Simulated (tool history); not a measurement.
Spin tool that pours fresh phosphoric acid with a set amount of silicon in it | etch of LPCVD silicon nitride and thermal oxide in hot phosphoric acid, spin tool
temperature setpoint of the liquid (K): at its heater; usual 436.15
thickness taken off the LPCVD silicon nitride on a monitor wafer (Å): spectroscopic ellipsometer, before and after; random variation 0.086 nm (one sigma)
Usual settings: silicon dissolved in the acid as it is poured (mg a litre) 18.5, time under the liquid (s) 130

| run | day | temperature setpoint of the liquid (K) | silicon dissolved in the acid as it is poured (mg a litre) | time under the liquid (s) | wafers since the last listed run | hours since the thermometer was replaced | hours since the dissolved silicon flow meter was replaced | hours since the heated supply line was repaired | hours since the gauge calibration | read-back film thickness of the LPCVD silicon nitride reference wafer, read on the same gauge (nm) | thickness taken off the LPCVD silicon nitride on a monitor wafer (Å) |
|---|---|---|---|---|---|---|---|---|---|---|---|
| 1 | 0 | 436.15 | 9 | 130 | 0 | 1389.9 | 1570.3 | 297.1 | 603.4 | 119.99 | 132.2 |
| 2 | 2.871 | 436.15 | 9 | 130 | 799 | 1458.8 | 1639.2 | 366 | 672.3 | 119.99 | 132 |
| 3 | 6.633 | 435.15 | 18.5 | 130 | 1048 | 1549.1 | 1729.5 | 456.3 | 762.6 | 120 | 125.9 |
| 4 | 10.762 | 436.15 | 18.5 | 130 | 1150 | 1648.2 | 1828.6 | 555.4 | 861.7 | 120.01 | 127.2 |
| 5 | 13.95 | 436.15 | 18.5 | 130 | 888 | 1724.7 | 1905.1 | 631.9 | 938.2 | 120.02 | 127.3 |
| 6 | 18.212 | 436.15 | 18.5 | 130 | 1187 | 1827 | 2007.4 | 734.2 | 1040.5 | 120.01 | 128 |
| 7 | 20.3 | 436.15 | 18.5 | 130 | 581 | 1877.1 | 2057.5 | 784.3 | 1090.6 | 120.02 | 126.3 |
| 8 | 23.825 | 436.15 | 18.5 | 130 | 982 | 1961.7 | 2142.1 | 868.9 | 1175.2 | 119.98 | 125.6 |
|  | 32.212 | dissolved silicon flow meter replaced |
| 9 | 34.262 | 438.65 | 18.5 | 115 | 2896 | 2212.2 | 49.2 | 1119.4 | 1425.7 | 120.01 | 119 |
|  | 35.425 | heated supply line repaired |
| 10 | 37.871 | 436.15 | 18.5 | 130 | 993 | 2298.8 | 135.8 | 58.7 | 1512.3 | 119.99 | 132 |
|  | 39.096 | thermometer replaced |
| 11 | 40.483 | 434.65 | 23 | 175 | 716 | 33.3 | 198.5 | 121.4 | 1575 | 120.01 | 167.3 |
| 12 | 43.171 | 436.15 | 5.5 | 130 | 748 | 97.8 | 263 | 185.9 | 1639.5 | 120 | 132.2 |
| 13 | 45.329 | 436.15 | 18.5 | 95 | 601 | 149.6 | 314.8 | 237.7 | 1691.3 | 120.01 | 95.1 |
|  | 47.233 | gauge calibrated |
| 14 | 48.721 | 436.15 | 18.5 | 185 | 944 | 231 | 396.2 | 319.1 | 35.7 | 119.99 | 184.7 |
| 15 | 51.938 | 436.15 | 18.5 | 130 | 896 | 308.2 | 473.4 | 396.3 | 112.9 | 119.98 | 129.1 |
| 16 | 55.117 | 436.15 | 25 | 130 | 885 | 384.5 | 549.7 | 472.6 | 189.2 | 120 | 128.5 |
| 17 | 56.983 | 436.15 | 18.5 | 130 | 520 | 429.3 | 594.5 | 517.4 | 234 | 120 | 128.3 |
| 18 | 61.054 | 433.65 | 18.5 | 130 | 1134 | 527 | 692.2 | 615.1 | 331.7 | 119.98 | 117.8 |
| 19 | 65.288 | 436.15 | 11.5 | 195 | 1179 | 628.6 | 793.8 | 716.7 | 433.3 | 120 | 188.7 |

Forecast each of these 5 alternatives for the next run:
| A | 65.308 | 436.15 | 18.5 | 165 | 5 | 629.1 | 794.3 | 717.2 | 433.8 | ? | ? |
| B | 65.308 | 436.15 | 11 | 110 | 5 | 629.1 | 794.3 | 717.2 | 433.8 | ? | ? |
| C | 65.308 | 437.65 | 29 | 85 | 5 | 629.1 | 794.3 | 717.2 | 433.8 | ? | ? |
| D | 65.308 | 438.65 | 13 | 60 | 5 | 629.1 | 794.3 | 717.2 | 433.8 | ? | ? |
| E | 65.308 | 436.15 | 18.5 | 200 | 5 | 629.1 | 794.3 | 717.2 | 433.8 | ? | ? |

| run | read-back film thickness of the LPCVD silicon nitride reference wafer, read on the same gauge (nm) | thickness taken off the LPCVD silicon nitride on a monitor wafer (Å) |
|---|---|---|
| A | 120.02 | 160.1 |
| B | 120.02 | 106.7 |
| C | 120.02 | 86.7 |
| D | 120.02 | 63.3 |
| E | 120.02 | 194 |
Without the tool's hidden state the same runs would have given:
| run | thickness taken off the LPCVD silicon nitride on a monitor wafer (Å) |
|---|---|
| A | 172.2 |
| B | 114.8 |
| C | 93.2 |
| D | 68 |
| E | 208.7 |
